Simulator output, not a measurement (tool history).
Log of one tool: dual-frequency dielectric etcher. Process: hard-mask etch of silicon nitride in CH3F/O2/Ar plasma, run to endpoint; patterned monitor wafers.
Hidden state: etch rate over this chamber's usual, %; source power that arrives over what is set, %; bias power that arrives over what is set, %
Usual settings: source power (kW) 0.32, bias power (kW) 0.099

| run | hour | source power (kW) | bias power (kW) | wafers since the last listed run | hours since the last wet clean | hours since the last source power generator calibration | hours since the last bias power generator calibration | hours since the last upper electrode change | incoming incoming film thickness, nm | endpoint time (s) |
|---|---|---|---|---|---|---|---|---|---|---|
| 1 | 0 | 0.32 | 0.099 | 0 | 336.3 | 4437.8 | 3077 | 5440.1 | 44.94 | 63.8 |
| 2 | 17.2 | 0.32 | 0.099 | 184 | 353.5 | 4455 | 3094.2 | 5457.3 | 44.92 | 63.7 |
| 3 | 29.9 | 0.32 | 0.093 | 136 | 366.2 | 4467.7 | 3106.9 | 5470 | 44.69 | 64.1 |
| 4 | 45.4 | 0.32 | 0.093 | 166 | 381.7 | 4483.2 | 3122.4 | 5485.5 | 44.76 | 64.3 |
|  | 66.9 | source power generator calibrated |
|  | 70 | upper electrode replaced |
| 5 | 70.5 | 0.32 | 0.093 | 193 | 406.8 | 3.6 | 3147.5 | 0.5 | 45.3 | 64.7 |
| 6 | 70.8 | 0.34 | 0.099 | 3 | 407.1 | 3.9 | 3147.8 | 0.8 | 44.69 | 61.3 |
|  | 83.6 | bias power generator calibrated |
| 7 | 85.2 | 0.34 | 0.099 | 111 | 421.5 | 18.3 | 1.6 | 15.2 | 45.16 | 61.9 |
| 8 | 96.6 | 0.25 | 0.086 | 122 | 432.9 | 29.7 | 13 | 26.6 | 44.88 | 75 |
|  | 121 | wet clean of the chamber |
| 9 | 121.5 | 0.28 | 0.099 | 9 | 0.5 | 54.6 | 37.9 | 51.5 | 45.26 | 71.1 |
| 10 | 121.9 | 0.32 | 0.099 | 4 | 0.9 | 55 | 38.3 | 51.9 | 44.83 | 65.4 |
| 11 | 132.5 | 0.4 | 0.118 | 113 | 11.5 | 65.6 | 48.9 | 62.5 | 45.03 | 56.4 |
| 12 | 143 | 0.29 | 0.099 | 112 | 22 | 76.1 | 59.4 | 73 | 45.18 | 69.2 |
| 13 | 150 | 0.25 | 0.112 | 75 | 29 | 83.1 | 66.4 | 80 | 45.19 | 73.6 |
| 14 | 165.5 | 0.32 | 0.099 | 166 | 44.5 | 98.6 | 81.9 | 95.5 | 45.21 | 65.9 |
| 15 | 182.7 | 0.38 | 0.099 | 184 | 61.7 | 115.8 | 99.1 | 112.7 | 44.97 | 59.4 |

The tool's hidden state at each run:
source power that arrives over what is set, %: 0 in every run
bias power that arrives over what is set, %: 0 in every run
H1: etch rate over this chamber's usual, %
| run | H1 |
|---|---|
| 1 | 2.83 |
| 2 | 3.02 |
| 3 | 3.15 |
| 4 | 3.32 |
| 5 | 3.59 |
| 6 | 3.6 |
| 7 | 3.75 |
| 8 | 3.88 |
| 9 | 0.332 |
| 10 | 0.337 |
| 11 | 0.452 |
| 12 | 0.566 |
| 13 | 0.642 |
| 14 | 0.811 |
| 15 | 0.997 |
